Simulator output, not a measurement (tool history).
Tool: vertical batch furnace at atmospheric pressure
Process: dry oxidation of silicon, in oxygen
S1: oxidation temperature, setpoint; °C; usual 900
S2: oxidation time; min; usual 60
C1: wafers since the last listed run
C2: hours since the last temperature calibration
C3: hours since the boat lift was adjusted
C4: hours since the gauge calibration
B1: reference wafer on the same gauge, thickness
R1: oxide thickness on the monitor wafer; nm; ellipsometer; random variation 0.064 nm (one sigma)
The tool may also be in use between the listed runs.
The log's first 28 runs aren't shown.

Run 29, hour 649.1: usual settings but S2 49.5 min; C1 363; C2 88.1; C3 3468.3; C4 166.8; B1 24.69. Result: R1 21.38 nm.
Run 30, hour 665.6: usual settings but S2 34.5 min; C1 216; C2 104.6; C3 3484.8; C4 183.3; B1 24.7. Result: R1 18.31 nm.
Run 31, hour 687.7: usual settings; C1 289; C2 126.7; C3 3506.9; C4 205.4; B1 24.68. Result: R1 23.3 nm.
At hour 730.9: boat lift adjusted.
Run 32, hour 764.5: usual settings but S1 879 °C, S2 51 min; C1 691; C2 203.5; C3 33.6; C4 282.2; B1 24.7. Result: R1 18.92 nm.
Run 33, hour 792.3: usual settings but S2 79 min; C1 363; C2 231.3; C3 61.4; C4 310; B1 24.7. Result: R1 26.55 nm.
Run 34, hour 828: usual settings; C1 467; C2 267; C3 97.1; C4 345.7; B1 24.7. Result: R1 23.49 nm.
Run 35, hour 849.9: usual settings but S2 38 min; C1 286; C2 288.9; C3 119; C4 367.6; B1 24.69. Result: R1 19.1 nm.
Run 36, hour 878.2: usual settings but S1 892 °C, S2 89 min; C1 370; C2 317.2; C3 147.3; C4 395.9; B1 24.7. Result: R1 26.71 nm.
Run 37, hour 902.7: usual settings but S1 917 °C, S2 82 min; C1 320; C2 341.7; C3 171.8; C4 420.4; B1 24.71. Result: R1 31.27 nm.
Run 38, hour 938.1: usual settings; C1 463; C2 377.1; C3 207.2; C4 455.8; B1 24.69. Result: R1 23.32 nm.
Run 39, hour 951.1: usual settings but S1 911 °C, S2 41.5 min; C1 170; C2 390.1; C3 220.2; C4 468.8; B1 24.71. Result: R1 21.3 nm.
Run 40, hour 982.7: usual settings; C1 413; C2 421.7; C3 251.8; C4 500.4; B1 24.69. Result: R1 23.2 nm.

Forecast each of these 3 alternatives for the next run:
Run A, hour 986.9: usual settings but S2 73 min; C1 54; C2 425.9; C3 256; C4 504.6; B1 ?. Result: R1 ?.
Run B, hour 986.9: usual settings but S1 880 °C, S2 33 min; C1 54; C2 425.9; C3 256; C4 504.6; B1 ?. Result: R1 ?.
Run C, hour 986.9: usual settings but S1 880 °C, S2 45 min; C1 54; C2 425.9; C3 256; C4 504.6; B1 ?. Result: R1 ?.

run     B1     R1
  A  24.69  25.77
  B  24.69  16.18
  C  24.69  18.11
Without the tool's hidden state the same runs would have given:
run     R1
  A  25.77
  B  16.18
  C  18.11

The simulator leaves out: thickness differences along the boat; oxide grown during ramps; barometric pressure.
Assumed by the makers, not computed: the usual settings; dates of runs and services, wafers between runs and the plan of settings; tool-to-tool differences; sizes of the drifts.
